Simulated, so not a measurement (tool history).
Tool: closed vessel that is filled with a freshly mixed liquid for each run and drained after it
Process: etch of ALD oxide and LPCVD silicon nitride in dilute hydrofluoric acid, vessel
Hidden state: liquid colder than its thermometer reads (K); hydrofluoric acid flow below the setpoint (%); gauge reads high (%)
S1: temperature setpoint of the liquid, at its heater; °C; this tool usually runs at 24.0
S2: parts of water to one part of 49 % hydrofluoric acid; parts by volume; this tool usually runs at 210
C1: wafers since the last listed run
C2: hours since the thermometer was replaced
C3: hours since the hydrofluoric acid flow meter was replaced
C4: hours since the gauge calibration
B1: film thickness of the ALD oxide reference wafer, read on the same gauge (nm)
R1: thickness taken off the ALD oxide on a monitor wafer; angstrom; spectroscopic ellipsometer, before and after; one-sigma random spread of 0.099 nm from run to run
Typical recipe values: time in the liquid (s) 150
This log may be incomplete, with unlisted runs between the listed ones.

run 1 hour=0.0 | S1=24.0 S2=210 time_in_the_liquid_(s)=150 | C1=0 C2=289.1 C3=168.7 C4=1867.1 | B1=50.01 | R1=119.4
run 2 hour=106.1 | S1=20.0 S2=210 time_in_the_liquid_(s)=215 | C1=12134 C2=395.2 C3=274.8 C4=1973.2 | B1=50.00 | R1=145.5
run 3 hour=144.1 | S1=20.0 S2=210 time_in_the_liquid_(s)=215 | C1=4345 C2=433.2 C3=312.8 C4=2011.2 | B1=50.00 | R1=147.0
run 4 hour=182.9 | S1=24.0 S2=210 time_in_the_liquid_(s)=150 | C1=4437 C2=472.0 C3=351.6 C4=2050.0 | B1=50.01 | R1=118.7
run 5 hour=238.3 | S1=24.0 S2=210 time_in_the_liquid_(s)=150 | C1=6335 C2=527.4 C3=407.0 C4=2105.4 | B1=49.98 | R1=119.7
run 6 hour=318.5 | S1=24.0 S2=210 time_in_the_liquid_(s)=150 | C1=9172 C2=607.6 C3=487.2 C4=2185.6 | B1=50.00 | R1=117.7
run 7 hour=366.4 | S1=24.0 S2=135 time_in_the_liquid_(s)=150 | C1=5478 C2=655.5 C3=535.1 C4=2233.5 | B1=50.00 | R1=199.4
-- hour=395.6 gauge calibrated
-- hour=444.9 thermometer replaced
run 8 hour=448.7 | S1=24.0 S2=290 time_in_the_liquid_(s)=100 | C1=9297 C2=3.8 C3=617.4 C4=53.1 | B1=50.02 | R1=52.7
run 9 hour=532.0 | S1=24.0 S2=210 time_in_the_liquid_(s)=150 | C1=9526 C2=87.1 C3=700.7 C4=136.4 | B1=49.99 | R1=118.2
run 10 hour=621.3 | S1=27.5 S2=210 time_in_the_liquid_(s)=150 | C1=10212 C2=176.4 C3=790.0 C4=225.7 | B1=50.00 | R1=135.5
run 11 hour=692.0 | S1=27.5 S2=210 time_in_the_liquid_(s)=150 | C1=8085 C2=247.1 C3=860.7 C4=296.4 | B1=50.01 | R1=133.9
run 12 hour=773.0 | S1=22.0 S2=210 time_in_the_liquid_(s)=150 | C1=9263 C2=328.1 C3=941.7 C4=377.4 | B1=49.99 | R1=109.0
run 13 hour=812.0 | S1=24.0 S2=270 time_in_the_liquid_(s)=150 | C1=4460 C2=367.1 C3=980.7 C4=416.4 | B1=50.00 | R1=86.5
run 14 hour=857.4 | S1=24.0 S2=210 time_in_the_liquid_(s)=150 | C1=5192 C2=412.5 C3=1026.1 C4=461.8 | B1=49.99 | R1=119.1
run 15 hour=895.2 | S1=19.0 S2=210 time_in_the_liquid_(s)=150 | C1=4323 C2=450.3 C3=1063.9 C4=499.6 | B1=49.99 | R1=98.5
run 16 hour=972.6 | S1=20.5 S2=210 time_in_the_liquid_(s)=230 | C1=8851 C2=527.7 C3=1141.3 C4=577.0 | B1=49.99 | R1=160.5
run 17 hour=1035.5 | S1=24.0 S2=295 time_in_the_liquid_(s)=220 | C1=7193 C2=590.6 C3=1204.2 C4=639.9 | B1=49.99 | R1=113.6
-- hour=1060.7 hydrofluoric acid flow meter replaced
run 18 hour=1080.6 | S1=24.0 S2=210 time_in_the_liquid_(s)=150 | C1=5043 C2=635.7 C3=19.9 C4=685.0 | B1=49.99 | R1=118.1
run 19 hour=1142.7 | S1=26.5 S2=285 time_in_the_liquid_(s)=225 | C1=7102 C2=697.8 C3=82.0 C4=747.1 | B1=50.02 | R1=132.8
run 20 hour=1244.6 | S1=24.0 S2=210 time_in_the_liquid_(s)=150 | C1=11653 C2=799.7 C3=183.9 C4=849.0 | B1=50.01 | R1=117.5
-- hour=1253.9 thermometer replaced
run 21 hour=1317.8 | S1=28.5 S2=265 time_in_the_liquid_(s)=215 | C1=8257 C2=63.9 C3=257.1 C4=922.2 | B1=49.99 | R1=150.0
run 22 hour=1399.4 | S1=26.0 S2=210 time_in_the_liquid_(s)=150 | C1=9332 C2=145.5 C3=338.7 C4=1003.8 | B1=50.00 | R1=126.7
run 23 hour=1454.9 | S1=24.0 S2=210 time_in_the_liquid_(s)=100 | C1=6347 C2=201.0 C3=394.2 C4=1059.3 | B1=50.00 | R1=79.0

What does the tool deliver on the next run?
run 24 hour=1495.5 | S1=26.5 S2=315 time_in_the_liquid_(s)=75 | C1=4643 C2=241.6 C3=434.8 C4=1099.9 | B1=? | R1=?

Run 24 yielded B1 50.00, R1 38.9 angstrom.
With the hidden condition absent and the run-to-run variation left alone, this run would have shown R1 38.9 angstrom.
